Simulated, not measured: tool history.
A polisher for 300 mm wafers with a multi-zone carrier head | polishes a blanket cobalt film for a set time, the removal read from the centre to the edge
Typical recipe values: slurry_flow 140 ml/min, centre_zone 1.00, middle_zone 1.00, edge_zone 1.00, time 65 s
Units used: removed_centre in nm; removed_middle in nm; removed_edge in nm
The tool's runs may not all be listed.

run,day,slurry_flow,centre_zone,middle_zone,edge_zone,time,"incoming thickness of the incoming film, nm",removed_centre,removed_middle,removed_edge
1,0.000,140,1.00,1.00,1.00,65,1309.7,281.7,283.7,276.9
2,1.412,140,1.00,1.00,1.00,65,1315.8,277.9,277.2,262.8
# day 3.117: worn pad replaced by a new one
3,4.083,140,1.00,1.00,1.00,65,1334.7,283.6,280.6,271.3
4,5.346,140,1.00,1.00,1.00,65,1334.3,277.2,273.4,260.5
# day 6.467: carrier head's membrane replaced by a new one
# day 6.746: worn pad replaced by a new one
# day 7.450: edge zone pressure recalibrated
# day 7.783: slurry nozzle cleaned
5,8.612,140,1.00,1.00,1.00,65,1327.5,268.1,263.6,258.1
# day 8.842: centre zone pressure recalibrated
6,9.550,140,1.00,1.00,1.00,65,1332.2,266.1,264.1,257.9
# day 11.154: worn pad replaced by a new one
7,11.725,140,1.00,1.00,1.00,65,1322.3,293.1,287.9,284.2
8,12.617,140,1.00,1.00,1.00,65,1296.6,270.8,281.0,271.1
9,13.750,140,1.00,1.00,1.00,65,1326.6,275.5,273.6,258.1
10,14.300,140,1.00,1.00,1.00,42,1332.2,174.3,176.5,167.6
11,14.821,140,1.00,1.00,1.00,65,1299.1,266.2,276.5,266.4
12,15.546,140,1.00,1.00,1.00,65,1335.7,265.2,269.3,256.6
# day 15.958: worn pad replaced by a new one
13,16.525,125,0.94,0.94,1.00,45,1329.1,183.2,182.2,187.1
14,17.175,140,1.00,0.92,1.00,65,1329.6,273.0,258.6,269.0
15,17.750,115,1.00,1.00,1.06,47,1334.0,193.2,192.0,193.5
16,19.050,165,1.00,1.00,1.00,65,1299.4,277.3,278.8,261.4
17,20.417,175,1.00,0.92,1.00,65,1303.8,277.0,260.6,261.6
# day 20.704: worn pad replaced by a new one
18,20.992,140,1.00,1.00,1.00,65,1296.4,298.2,301.5,276.8

Below are 4 alternative next runs, each starting from the tool's condition after run 18. Predict each:
A,21.008,140,1.00,1.00,1.00,86,1304.0,?,?,?
B,21.008,185,1.00,1.00,1.00,45,1304.0,?,?,?
C,21.008,140,1.00,0.91,0.90,65,1304.0,?,?,?
D,21.008,140,1.00,1.00,1.00,43,1304.0,?,?,?

run,removed_centre,removed_middle,removed_edge
A,382.9,384.6,368.7
B,210.2,210.0,199.0
C,289.2,268.6,270.3
D,191.4,192.3,184.4
Stripped of hidden state, with their random variation kept, the same runs would have yielded:
run,removed_centre,removed_middle,removed_edge
A,394.0,395.8,379.4
B,216.3,216.1,204.8
C,297.6,276.4,278.1
D,197.0,197.9,189.7
